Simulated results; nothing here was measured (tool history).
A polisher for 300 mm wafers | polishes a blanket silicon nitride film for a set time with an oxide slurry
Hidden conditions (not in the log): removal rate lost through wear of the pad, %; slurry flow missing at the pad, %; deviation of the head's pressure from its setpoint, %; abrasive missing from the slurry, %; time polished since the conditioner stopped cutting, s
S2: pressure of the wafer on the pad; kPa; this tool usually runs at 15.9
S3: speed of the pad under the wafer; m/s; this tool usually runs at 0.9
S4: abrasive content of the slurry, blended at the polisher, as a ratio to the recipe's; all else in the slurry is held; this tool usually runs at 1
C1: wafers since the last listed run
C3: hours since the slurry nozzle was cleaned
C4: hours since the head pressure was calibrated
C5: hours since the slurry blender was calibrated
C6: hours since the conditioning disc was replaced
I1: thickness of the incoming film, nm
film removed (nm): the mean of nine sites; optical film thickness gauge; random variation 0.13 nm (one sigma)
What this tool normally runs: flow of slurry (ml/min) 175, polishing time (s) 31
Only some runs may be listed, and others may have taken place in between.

{"run": 1, "day": 0.0, "flow of slurry (ml/min)": 175, "S2": 15.9, "S3": 0.9, "S4": 1, "polishing time (s)": 31, "C1": 0, "wafers polished on this pad": 560, "C3": 328.2, "C4": 23.7, "C5": 214.2, "C6": 81.6, "I1": 382.7, "film removed (nm)": 9.1}
{"run": 2, "day": 0.762, "flow of slurry (ml/min)": 175, "S2": 17.2, "S3": 0.9, "S4": 1.15, "polishing time (s)": 31, "C1": 160, "wafers polished on this pad": 720, "C3": 346.5, "C4": 42, "C5": 232.5, "C6": 99.9, "I1": 379.4, "film removed (nm)": 10.3}
{"day": 1.621, "done": "slurry blender recalibrated"}
{"run": 3, "day": 1.917, "flow of slurry (ml/min)": 175, "S2": 15.9, "S3": 0.9, "S4": 1, "polishing time (s)": 31, "C1": 225, "wafers polished on this pad": 946, "C3": 374.2, "C4": 69.7, "C5": 7.1, "C6": 127.6, "I1": 386.1, "film removed (nm)": 8.8}
{"run": 4, "day": 2.488, "flow of slurry (ml/min)": 175, "S2": 15.9, "S3": 0.9, "S4": 1, "polishing time (s)": 31, "C1": 120, "wafers polished on this pad": 1066, "C3": 387.9, "C4": 83.4, "C5": 20.8, "C6": 141.3, "I1": 381.2, "film removed (nm)": 8.8}
{"run": 5, "day": 3.592, "flow of slurry (ml/min)": 175, "S2": 15.9, "S3": 0.9, "S4": 1, "polishing time (s)": 31, "C1": 232, "wafers polished on this pad": 1299, "C3": 414.4, "C4": 109.9, "C5": 47.3, "C6": 167.8, "I1": 382.3, "film removed (nm)": 8.7}
{"day": 4.192, "done": "worn pad replaced by a new one"}
{"run": 6, "day": 4.333, "flow of slurry (ml/min)": 175, "S2": 14.5, "S3": 0.9, "S4": 1, "polishing time (s)": 31, "C1": 121, "wafers polished on this pad": 29, "C3": 432.2, "C4": 127.7, "C5": 65.1, "C6": 185.6, "I1": 375.6, "film removed (nm)": 8.4}
{"run": 7, "day": 4.967, "flow of slurry (ml/min)": 175, "S2": 14.5, "S3": 0.9, "S4": 1, "polishing time (s)": 31, "C1": 133, "wafers polished on this pad": 162, "C3": 447.4, "C4": 142.9, "C5": 80.3, "C6": 200.8, "I1": 379, "film removed (nm)": 8.2}
{"run": 8, "day": 5.779, "flow of slurry (ml/min)": 175, "S2": 15.9, "S3": 0.9, "S4": 1, "polishing time (s)": 31, "C1": 171, "wafers polished on this pad": 333, "C3": 466.9, "C4": 162.4, "C5": 99.8, "C6": 220.3, "I1": 376.9, "film removed (nm)": 8.9}
{"run": 9, "day": 7.183, "flow of slurry (ml/min)": 175, "S2": 15.9, "S3": 0.9, "S4": 1, "polishing time (s)": 31, "C1": 295, "wafers polished on this pad": 629, "C3": 500.6, "C4": 196.1, "C5": 133.5, "C6": 254, "I1": 377, "film removed (nm)": 8.8}
{"run": 10, "day": 8.096, "flow of slurry (ml/min)": 175, "S2": 17.2, "S3": 0.9, "S4": 1.15, "polishing time (s)": 31, "C1": 192, "wafers polished on this pad": 821, "C3": 522.5, "C4": 218, "C5": 155.4, "C6": 275.9, "I1": 381.4, "film removed (nm)": 10.3}
{"run": 11, "day": 9.058, "flow of slurry (ml/min)": 175, "S2": 15.9, "S3": 0.9, "S4": 0.7, "polishing time (s)": 31, "C1": 202, "wafers polished on this pad": 1024, "C3": 545.6, "C4": 241.1, "C5": 178.5, "C6": 299, "I1": 373.9, "film removed (nm)": 6.6}
{"day": 10.025, "done": "slurry blender recalibrated"}
{"run": 12, "day": 10.188, "flow of slurry (ml/min)": 175, "S2": 15.9, "S3": 0.9, "S4": 1.15, "polishing time (s)": 21, "C1": 220, "wafers polished on this pad": 1244, "C3": 572.7, "C4": 268.2, "C5": 3.9, "C6": 326.1, "I1": 376.3, "film removed (nm)": 6.4}
{"day": 10.933, "done": "worn pad replaced by a new one"}
{"run": 13, "day": 11.121, "flow of slurry (ml/min)": 215, "S2": 18.6, "S3": 0.9, "S4": 1, "polishing time (s)": 31, "C1": 161, "wafers polished on this pad": 39, "C3": 595.1, "C4": 290.6, "C5": 26.3, "C6": 348.5, "I1": 381.2, "film removed (nm)": 9.9}
{"day": 12.479, "done": "head pressure recalibrated"}
{"run": 14, "day": 12.517, "flow of slurry (ml/min)": 175, "S2": 15.9, "S3": 0.9, "S4": 1, "polishing time (s)": 31, "C1": 276, "wafers polished on this pad": 316, "C3": 628.6, "C4": 0.9, "C5": 59.8, "C6": 382, "I1": 380.2, "film removed (nm)": 8.7}
{"run": 15, "day": 13.112, "flow of slurry (ml/min)": 120, "S2": 12.4, "S3": 0.9, "S4": 1, "polishing time (s)": 31, "C1": 125, "wafers polished on this pad": 441, "C3": 642.9, "C4": 15.2, "C5": 74.1, "C6": 396.3, "I1": 382.2, "film removed (nm)": 6.8}
{"run": 16, "day": 14.275, "flow of slurry (ml/min)": 175, "S2": 15.9, "S3": 0.9, "S4": 1, "polishing time (s)": 31, "C1": 244, "wafers polished on this pad": 686, "C3": 670.8, "C4": 43.1, "C5": 102, "C6": 424.2, "I1": 384.7, "film removed (nm)": 8.5}
{"run": 17, "day": 15.4, "flow of slurry (ml/min)": 175, "S2": 15.9, "S3": 0.9, "S4": 1, "polishing time (s)": 31, "C1": 236, "wafers polished on this pad": 923, "C3": 697.8, "C4": 70.1, "C5": 129, "C6": 451.2, "I1": 378.4, "film removed (nm)": 8.4}
{"run": 18, "day": 16.729, "flow of slurry (ml/min)": 175, "S2": 15.9, "S3": 0.9, "S4": 1, "polishing time (s)": 31, "C1": 279, "wafers polished on this pad": 1203, "C3": 729.7, "C4": 102, "C5": 160.9, "C6": 483.1, "I1": 385.8, "film removed (nm)": 8.4}
{"day": 17.129, "done": "worn pad replaced by a new one"}
{"day": 19.171, "done": "slurry nozzle cleaned"}
{"day": 19.321, "done": "slurry blender recalibrated"}
{"day": 19.658, "done": "conditioning disc replaced and pad reconditioned"}
{"run": 19, "day": 19.904, "flow of slurry (ml/min)": 175, "S2": 15.9, "S3": 0.9, "S4": 1, "polishing time (s)": 31, "C1": 589, "wafers polished on this pad": 540, "C3": 17.6, "C4": 178.2, "C5": 14, "C6": 5.9, "I1": 382.8, "film removed (nm)": 9.1}
{"run": 20, "day": 20.8, "flow of slurry (ml/min)": 175, "S2": 15.9, "S3": 0.8, "S4": 1, "polishing time (s)": 31, "C1": 188, "wafers polished on this pad": 728, "C3": 39.1, "C4": 199.7, "C5": 35.5, "C6": 27.4, "I1": 378.2, "film removed (nm)": 8.3}
{"run": 21, "day": 23.033, "flow of slurry (ml/min)": 155, "S2": 15.9, "S3": 0.9, "S4": 0.9, "polishing time (s)": 31, "C1": 470, "wafers polished on this pad": 1199, "C3": 92.7, "C4": 253.3, "C5": 89.1, "C6": 81, "I1": 373.6, "film removed (nm)": 8.5}
{"day": 23.358, "done": "worn pad replaced by a new one"}
{"run": 22, "day": 24.375, "flow of slurry (ml/min)": 175, "S2": 11, "S3": 0.66, "S4": 1, "polishing time (s)": 31, "C1": 247, "wafers polished on this pad": 214, "C3": 124.9, "C4": 285.5, "C5": 121.3, "C6": 113.2, "I1": 379.3, "film removed (nm)": 5.8}
{"run": 23, "day": 25.508, "flow of slurry (ml/min)": 135, "S2": 15.9, "S3": 0.68, "S4": 1.1, "polishing time (s)": 42, "C1": 238, "wafers polished on this pad": 452, "C3": 152.1, "C4": 312.7, "C5": 148.5, "C6": 140.4, "I1": 384.4, "film removed (nm)": 9.9}
{"day": 25.979, "done": "head pressure recalibrated"}
{"run": 24, "day": 26.304, "flow of slurry (ml/min)": 175, "S2": 15.9, "S3": 0.6, "S4": 1.25, "polishing time (s)": 31, "C1": 150, "wafers polished on this pad": 602, "C3": 171.2, "C4": 7.8, "C5": 167.6, "C6": 159.5, "I1": 384.9, "film removed (nm)": 7.5}
{"run": 25, "day": 27.392, "flow of slurry (ml/min)": 175, "S2": 15.9, "S3": 0.9, "S4": 1, "polishing time (s)": 31, "C1": 228, "wafers polished on this pad": 831, "C3": 197.3, "C4": 33.9, "C5": 193.7, "C6": 185.6, "I1": 376.8, "film removed (nm)": 9.1}

Branching from run 25: 5 alternative next runs. What would each branch give?
{"run": "A", "day": 27.408, "flow of slurry (ml/min)": 175, "S2": 17.9, "S3": 0.9, "S4": 1, "polishing time (s)": 31, "C1": 3, "wafers polished on this pad": 835, "C3": 197.7, "C4": 34.3, "C5": 194.1, "C6": 186, "I1": 374.2, "film removed (nm)": "?"}
{"run": "B", "day": 27.408, "flow of slurry (ml/min)": 175, "S2": 15.9, "S3": 0.9, "S4": 1, "polishing time (s)": 22, "C1": 3, "wafers polished on this pad": 835, "C3": 197.7, "C4": 34.3, "C5": 194.1, "C6": 186, "I1": 374.2, "film removed (nm)": "?"}
{"run": "C", "day": 27.408, "flow of slurry (ml/min)": 210, "S2": 15.9, "S3": 1.16, "S4": 1, "polishing time (s)": 31, "C1": 3, "wafers polished on this pad": 835, "C3": 197.7, "C4": 34.3, "C5": 194.1, "C6": 186, "I1": 374.2, "film removed (nm)": "?"}
{"run": "D", "day": 27.408, "flow of slurry (ml/min)": 175, "S2": 13.1, "S3": 1.06, "S4": 1, "polishing time (s)": 31, "C1": 3, "wafers polished on this pad": 835, "C3": 197.7, "C4": 34.3, "C5": 194.1, "C6": 186, "I1": 374.2, "film removed (nm)": "?"}
{"run": "E", "day": 27.408, "flow of slurry (ml/min)": 145, "S2": 13.8, "S3": 0.9, "S4": 0.9, "polishing time (s)": 31, "C1": 3, "wafers polished on this pad": 835, "C3": 197.7, "C4": 34.3, "C5": 194.1, "C6": 186, "I1": 374.2, "film removed (nm)": "?"}

run=A film_removed_(nm)=9.9
run=B film_removed_(nm)=6.5
run=C film_removed_(nm)=11.5
run=D film_removed_(nm)=9.3
run=E film_removed_(nm)=7.6
Stripped of hidden state, with their random variation kept, the same runs would have yielded:
run=A film_removed_(nm)=10.1
run=B film_removed_(nm)=6.6
run=C film_removed_(nm)=11.7
run=D film_removed_(nm)=9.6
run=E film_removed_(nm)=7.8

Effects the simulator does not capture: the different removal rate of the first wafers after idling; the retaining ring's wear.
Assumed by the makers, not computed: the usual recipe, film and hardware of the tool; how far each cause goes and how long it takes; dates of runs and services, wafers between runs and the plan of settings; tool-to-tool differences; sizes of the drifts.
